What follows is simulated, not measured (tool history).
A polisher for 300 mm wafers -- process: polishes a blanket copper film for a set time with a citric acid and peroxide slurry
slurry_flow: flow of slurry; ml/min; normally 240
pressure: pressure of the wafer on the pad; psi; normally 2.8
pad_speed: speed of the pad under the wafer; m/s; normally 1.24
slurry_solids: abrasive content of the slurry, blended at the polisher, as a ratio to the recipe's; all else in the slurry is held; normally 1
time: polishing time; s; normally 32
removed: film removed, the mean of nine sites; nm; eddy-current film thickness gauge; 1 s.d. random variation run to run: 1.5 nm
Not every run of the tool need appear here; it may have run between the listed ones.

run,hour,slurry_flow,pressure,pad_speed,slurry_solids,time,wafers since the last listed run,wafers polished on this pad,hours since the slurry nozzle was cleaned,hours since the head pressure was calibrated,hours since the slurry blender was calibrated,"incoming thickness of the incoming film, nm",removed
1,0,240,2.8,1.24,1,32,0,1921,166.6,857.9,250.5,1257.8,106.3
# hour 63.6: worn pad replaced by a new one
2,64.1,240,2.8,1.24,1,32,606,4,230.7,922,314.6,1262.3,103.8
# hour 80.3: slurry blender recalibrated
3,87.8,240,2.8,1.24,1,32,218,223,254.4,945.7,7.5,1249.4,105.8
4,154.5,240,2.8,1.24,1,32,672,896,321.1,1012.4,74.2,1241.7,105
5,210.6,240,2.8,1.24,1,32,565,1461,377.2,1068.5,130.3,1259.2,106.4
6,268.1,240,2.8,1.24,1,32,579,2041,434.7,1126,187.8,1270.5,106.9
7,296.8,240,2.8,1.24,1,32,289,2331,463.4,1154.7,216.5,1276.3,108
# hour 337.7: worn pad replaced by a new one
# hour 351.8: slurry blender recalibrated
# hour 430.5: head pressure recalibrated
8,474.1,240,2.8,1.24,1,32,1707,1335,640.7,43.6,122.3,1233.8,96.6
9,519.6,240,2.8,1.24,1,32,458,1793,686.2,89.1,167.8,1269.4,100.2
10,568.7,240,2.8,1.24,1,32,495,2288,735.3,138.2,216.9,1244.7,102.1
11,611.4,240,2.8,1.24,1,32,430,2719,778,180.9,259.6,1259.6,99.2
# hour 618.2: worn pad replaced by a new one
# hour 618.7: slurry blender recalibrated
12,635.8,240,2.8,1.24,1,40,201,172,802.4,205.3,17.1,1243.5,124.2
13,676.8,240,2.8,1.24,1,40,413,586,843.4,246.3,58.1,1255.7,126.9
# hour 698.5: slurry nozzle cleaned
14,706.6,240,2.8,1.24,1,32,290,876,8.1,276.1,87.9,1262,99.7
15,766.4,240,2.8,1.24,1,32,602,1479,67.9,335.9,147.7,1271.5,100.7
16,824.3,240,2.8,1.24,1,32,583,2063,125.8,393.8,205.6,1255.9,102.7
17,856.9,305,2.8,1.24,0.85,32,328,2392,158.4,426.4,238.2,1274.4,102.7
# hour 877.3: worn pad replaced by a new one
18,902.6,185,2.8,1.42,0.8,42,420,255,204.1,472.1,283.9,1257.7,135.7
# hour 921.8: slurry blender recalibrated
19,943.4,240,2.8,1,1.2,32,391,646,244.9,512.9,21.6,1253.5,90.7
20,991.7,280,2,0.94,1.2,32,487,1133,293.2,561.2,69.9,1263.6,69
21,1051.3,240,2.8,1.24,1,40,600,1734,352.8,620.8,129.5,1255.3,129.2
22,1109.8,240,2.8,0.96,0.8,32,589,2324,411.3,679.3,188,1280.2,80.3
23,1135.6,220,2.2,1.24,1.2,39,260,2584,437.1,705.1,213.8,1256.6,108.9
24,1186.1,240,2.8,1.24,1,32,509,3093,487.6,755.6,264.3,1286.1,105.7
# hour 1195.5: worn pad replaced by a new one
25,1212.7,240,2.8,1.24,1,32,227,173,514.2,782.2,290.9,1252.6,106.2
# hour 1239.9: slurry blender recalibrated
26,1250.4,155,2.8,1.24,1,32,359,533,551.9,819.9,10.5,1254.4,100.1
27,1287.3,310,3.1,1.24,1,40,372,905,588.8,856.8,47.4,1266.3,146.2
28,1315.1,190,2.8,1.06,1.15,27,280,1186,616.6,884.6,75.2,1259.2,80
29,1353.6,185,3.4,1.24,1.15,32,388,1574,655.1,923.1,113.7,1271.6,121.1

Pick out some run-to-run changes in removed. Of each, how much would a tool without hidden state show as well, from the settings, what came in and chance, and how much is left for the hidden state and any gauge scatter not in both results compared?
What the log doesn't record here: removal rate lost through wear of the pad, %; slurry flow missing at the pad, %; deviation of the head's pressure from its setpoint, %; abrasive missing from the slurry, %.
Run 7 -> 8: worn pad replaced by a new one, slurry blender recalibrated, head pressure recalibrated. removed -11.4 nm: hidden state -7.3, all else -4.1.
Run 20 -> 21: slurry_flow 280 -> 240, pressure 2 -> 2.8, pad_speed 0.94 -> 1.24, slurry_solids 1.2 -> 1, time 32 -> 40. removed +60.2 nm: hidden state +2.2, all else +58.
Run 27 -> 28: slurry_flow 310 -> 190, pressure 3.1 -> 2.8, pad_speed 1.24 -> 1.06, slurry_solids 1 -> 1.15, time 40 -> 27. removed -66.2 nm: hidden state -2.9, all else -63.3.
